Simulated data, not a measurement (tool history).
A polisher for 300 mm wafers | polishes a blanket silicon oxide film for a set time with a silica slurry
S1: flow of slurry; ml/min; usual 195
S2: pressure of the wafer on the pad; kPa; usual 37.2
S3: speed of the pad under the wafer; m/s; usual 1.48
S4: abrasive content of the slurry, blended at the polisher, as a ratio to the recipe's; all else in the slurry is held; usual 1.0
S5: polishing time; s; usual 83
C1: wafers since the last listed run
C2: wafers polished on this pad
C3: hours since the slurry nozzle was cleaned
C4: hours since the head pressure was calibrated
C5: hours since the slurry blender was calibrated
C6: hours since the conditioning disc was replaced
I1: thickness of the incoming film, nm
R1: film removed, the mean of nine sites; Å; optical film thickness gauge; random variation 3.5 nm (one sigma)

Run 1, hour 0.0: usual settings; C1 0; C2 99; C3 242.8; C4 1183.5; C5 171.6; C6 120.8; I1 1248.3. Result: R1 5132 Å.
Run 2, hour 18.2: usual settings; C1 160; C2 260; C3 261.0; C4 1201.7; C5 189.8; C6 139.0; I1 1264.5. Result: R1 5089 Å.
Run 3, hour 73.3: usual settings; C1 486; C2 747; C3 316.1; C4 1256.8; C5 244.9; C6 194.1; I1 1257.7. Result: R1 5052 Å.
Run 4, hour 89.6: usual settings; C1 143; C2 891; C3 332.4; C4 1273.1; C5 261.2; C6 210.4; I1 1246.5. Result: R1 4928 Å.
At hour 116.8: worn pad replaced by a new one.
Run 5, hour 121.5: usual settings; C1 246; C2 41; C3 364.3; C4 1305.0; C5 293.1; C6 242.3; I1 1235.5. Result: R1 4871 Å.
At hour 130.6: slurry blender recalibrated.
Run 6, hour 152.5: usual settings; C1 256; C2 297; C3 395.3; C4 1336.0; C5 21.9; C6 273.3; I1 1270.9. Result: R1 5222 Å.
Run 7, hour 177.6: usual settings but S4 0.9; C1 221; C2 519; C3 420.4; C4 1361.1; C5 47.0; C6 298.4; I1 1255.4. Result: R1 4932 Å.
At hour 188.8: slurry nozzle cleaned.
Run 8, hour 194.8: usual settings but S1 150 ml/min; C1 143; C2 662; C3 6.0; C4 1378.3; C5 64.2; C6 315.6; I1 1246.7. Result: R1 4933 Å.
Run 9, hour 212.7: usual settings but S1 150 ml/min; C1 158; C2 820; C3 23.9; C4 1396.2; C5 82.1; C6 333.5; I1 1253.0. Result: R1 4965 Å.
Run 10, hour 235.7: usual settings but S1 150 ml/min; C1 203; C2 1024; C3 46.9; C4 1419.2; C5 105.1; C6 356.5; I1 1242.6. Result: R1 4949 Å.
At hour 245.9: conditioning disc replaced and pad reconditioned.
At hour 254.0: worn pad replaced by a new one.
Run 11, hour 258.8: usual settings; C1 151; C2 42; C3 70.0; C4 1442.3; C5 128.2; C6 12.9; I1 1267.3. Result: R1 5120 Å.
Run 12, hour 278.8: usual settings; C1 176; C2 219; C3 90.0; C4 1462.3; C5 148.2; C6 32.9; I1 1228.0. Result: R1 5086 Å.
Run 13, hour 308.9: usual settings; C1 265; C2 485; C3 120.1; C4 1492.4; C5 178.3; C6 63.0; I1 1246.4. Result: R1 5075 Å.
Run 14, hour 331.0: usual settings but S1 235 ml/min; C1 195; C2 680; C3 142.2; C4 1514.5; C5 200.4; C6 85.1; I1 1276.1. Result: R1 5161 Å.
At hour 335.3: head pressure recalibrated.
Run 15, hour 356.5: usual settings but S2 42.1 kPa, S3 1.34 m/s, S5 96 s; C1 207; C2 888; C3 167.7; C4 21.2; C5 225.9; C6 110.6; I1 1251.4. Result: R1 5853 Å.
Run 16, hour 372.5: usual settings; C1 141; C2 1029; C3 183.7; C4 37.2; C5 241.9; C6 126.6; I1 1252.6. Result: R1 4977 Å.
At hour 381.6: worn pad replaced by a new one.
Run 17, hour 390.6: usual settings but S2 48.3 kPa; C1 124; C2 79; C3 201.8; C4 55.3; C5 260.0; C6 144.7; I1 1251.6. Result: R1 5956 Å.
Run 18, hour 410.5: usual settings but S3 1.80 m/s; C1 175; C2 255; C3 221.7; C4 75.2; C5 279.9; C6 164.6; I1 1253.2. Result: R1 5568 Å.

The next listed run, before its measurement:
At hour 425.4: slurry blender recalibrated.
Run 19, hour 440.7: usual settings; C1 249; C2 504; C3 251.9; C4 105.4; C5 15.3; C6 194.8; I1 1251.8. Result: R1 ?.

{"run 19": {"R1": 5287}}
Without the tool's hidden state the same run would have given R1 5290 Å.

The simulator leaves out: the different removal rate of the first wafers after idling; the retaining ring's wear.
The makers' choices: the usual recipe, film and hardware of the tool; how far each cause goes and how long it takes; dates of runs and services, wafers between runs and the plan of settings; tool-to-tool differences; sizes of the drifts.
